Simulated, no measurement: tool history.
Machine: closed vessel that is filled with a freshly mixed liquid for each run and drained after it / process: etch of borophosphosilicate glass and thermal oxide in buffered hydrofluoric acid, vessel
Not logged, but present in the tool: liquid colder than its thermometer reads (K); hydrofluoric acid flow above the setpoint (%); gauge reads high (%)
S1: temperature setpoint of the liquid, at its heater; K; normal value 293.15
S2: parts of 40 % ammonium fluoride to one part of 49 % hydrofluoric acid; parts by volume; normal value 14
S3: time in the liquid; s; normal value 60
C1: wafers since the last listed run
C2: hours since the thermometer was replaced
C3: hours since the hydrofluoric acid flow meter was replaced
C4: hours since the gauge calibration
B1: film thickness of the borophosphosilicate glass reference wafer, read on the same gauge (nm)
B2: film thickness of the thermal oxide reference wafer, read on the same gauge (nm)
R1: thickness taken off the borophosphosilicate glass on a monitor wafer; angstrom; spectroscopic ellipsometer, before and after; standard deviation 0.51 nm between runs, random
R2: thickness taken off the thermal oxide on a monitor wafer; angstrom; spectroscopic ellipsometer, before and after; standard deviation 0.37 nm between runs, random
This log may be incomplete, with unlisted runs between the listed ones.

run 1 hour=0 | S1=293.15 S2=14 S3=60 | C1=0 C2=1699.6 C3=1082.1 C4=168.7 | B1=100.02 B2=29.99 | R1=526.3 R2=417.4
run 2 hour=38.6 | S1=293.15 S2=14 S3=60 | C1=5359 C2=1738.2 C3=1120.7 C4=207.3 | B1=100.03 B2=30.02 | R1=519.9 R2=410.6
run 3 hour=125.9 | S1=293.15 S2=14 S3=45 | C1=12120 C2=1825.5 C3=1208 C4=294.6 | B1=100.01 B2=30.01 | R1=384.9 R2=310.3
run 4 hour=202.8 | S1=293.15 S2=14 S3=45 | C1=10677 C2=1902.4 C3=1284.9 C4=371.5 | B1=99.96 B2=30.02 | R1=380.3 R2=306.5
run 5 hour=261.9 | S1=293.15 S2=14 S3=45 | C1=8205 C2=1961.5 C3=1344 C4=430.6 | B1=100.01 B2=30.06 | R1=384.9 R2=305.7
run 6 hour=317.7 | S1=293.15 S2=14 S3=60 | C1=7747 C2=2017.3 C3=1399.8 C4=486.4 | B1=100.03 B2=29.99 | R1=514 R2=402.9
-- hour=352.8 gauge calibrated
run 7 hour=369.7 | S1=293.15 S2=14 S3=60 | C1=7219 C2=2069.3 C3=1451.8 C4=16.9 | B1=100 B2=29.96 | R1=512.5 R2=404.2
run 8 hour=455 | S1=293.15 S2=14 S3=60 | C1=11843 C2=2154.6 C3=1537.1 C4=102.2 | B1=100.06 B2=29.98 | R1=505.1 R2=400
-- hour=478.1 thermometer replaced
run 9 hour=550.1 | S1=293.15 S2=14 S3=60 | C1=13065 C2=72 C3=1632.2 C4=197.3 | B1=100.04 B2=29.99 | R1=568.6 R2=454.8
run 10 hour=606.6 | S1=293.15 S2=17 S3=60 | C1=7844 C2=128.5 C3=1688.7 C4=253.8 | B1=99.99 B2=30 | R1=477.9 R2=373
-- hour=649.2 hydrofluoric acid flow meter replaced
run 11 hour=651.1 | S1=295.65 S2=17 S3=60 | C1=6039 C2=173 C3=1.9 C4=298.3 | B1=100.04 B2=30 | R1=545.7 R2=426
run 12 hour=727.3 | S1=293.15 S2=10.5 S3=30 | C1=10579 C2=249.2 C3=78.1 C4=374.5 | B1=100.04 B2=29.99 | R1=369.4 R2=302.5
run 13 hour=816.9 | S1=295.65 S2=14 S3=60 | C1=12440 C2=338.8 C3=167.7 C4=464.1 | B1=99.94 B2=30.01 | R1=658.1 R2=508.8
-- hour=857.4 gauge calibrated
run 14 hour=882.3 | S1=297.65 S2=12.5 S3=85 | C1=9080 C2=404.2 C3=233.1 C4=24.9 | B1=100 B2=30.01 | R1=1122.7 R2=898.1

Each row is a separate what-if for the run after 14, all from the same tool condition, not one after another. Results?
run A hour=883 | S1=293.15 S2=14 S3=60 | C1=97 C2=404.9 C3=233.8 C4=25.6 | B1=? B2=? | R1=? R2=?
run B hour=883 | S1=290.65 S2=15.5 S3=70 | C1=97 C2=404.9 C3=233.8 C4=25.6 | B1=? B2=? | R1=? R2=?
run C hour=883 | S1=290.15 S2=11 S3=85 | C1=97 C2=404.9 C3=233.8 C4=25.6 | B1=? B2=? | R1=? R2=?

run=A B1=100 B2=30.04 R1=562.9 R2=443.6
run=B B1=100 B2=30.04 R1=516.1 R2=406.2
run=C B1=100 B2=30.04 R1=854.8 R2=671
With the hidden condition removed and each run's random variation left untouched, the same runs would have given:
run=A R1=588.1 R2=463.8
run=B R1=539.6 R2=425
run=C R1=893.8 R2=702.1
